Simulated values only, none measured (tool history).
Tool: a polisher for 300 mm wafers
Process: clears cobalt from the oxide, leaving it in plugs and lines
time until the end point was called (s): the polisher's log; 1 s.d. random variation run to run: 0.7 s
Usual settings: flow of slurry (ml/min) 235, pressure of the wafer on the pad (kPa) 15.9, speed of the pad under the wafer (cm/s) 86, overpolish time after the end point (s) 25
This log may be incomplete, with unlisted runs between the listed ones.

run	hour	flow of slurry (ml/min)	pressure of the wafer on the pad (kPa)	speed of the pad under the wafer (cm/s)	overpolish time after the end point (s)	wafers since the last listed run	wafers polished on this pad	hours since the slurry nozzle was cleaned	hours since the head pressure was calibrated	incoming thickness of the incoming film, nm	time until the end point was called (s)
1	0.0	235	15.9	70	25	0	124	571.2	1008.9	280.5	57.4
2	7.7	235	15.9	70	25	93	218	578.9	1016.6	280.9	60.2
3	25.6	235	15.9	70	25	217	435	596.8	1034.5	285.6	62.8
4	34.9	235	11.7	86	25	112	548	606.1	1043.8	276.6	68.7
5	46.9	235	11.7	86	25	145	694	618.1	1055.8	283.7	71.6
6	53.2	235	15.9	86	25	76	770	624.4	1062.1	283.2	54.5
7	70.6	235	15.9	86	25	211	981	641.8	1079.5	279.2	53.6
8	80.4	235	15.9	86	25	118	1100	651.6	1089.3	277.8	53.7
9	86.9	250	13.1	86	25	78	1179	658.1	1095.8	279.4	62.8
10	96.4	250	13.1	86	25	115	1295	667.6	1105.3	284.0	65.4
# hour 109.2: worn pad replaced by a new one, of another model than before
11	109.7	165	18.6	58	38	112	6	680.9	1118.6	279.1	61.9
12	126.3	270	13.1	86	25	201	207	697.5	1135.2	282.0	56.6
13	137.9	295	19.3	70	37	140	348	709.1	1146.8	278.8	50.0
# hour 139.9: slurry nozzle cleaned
14	153.8	235	14.5	86	25	180	529	13.9	1162.7	275.3	55.3
15	164.2	235	15.9	86	25	126	655	24.3	1173.1	273.7	52.5

The next listed run, before its measurement:
# hour 166.6: head pressure recalibrated
16	174.4	280	15.9	86	35	99	755	34.5	7.8	282.6	?

time until the end point was called (s): 51.9
If the tool had no hidden condition, the same run with the same run-to-run variation would have returned time until the end point was called (s) 45.8.

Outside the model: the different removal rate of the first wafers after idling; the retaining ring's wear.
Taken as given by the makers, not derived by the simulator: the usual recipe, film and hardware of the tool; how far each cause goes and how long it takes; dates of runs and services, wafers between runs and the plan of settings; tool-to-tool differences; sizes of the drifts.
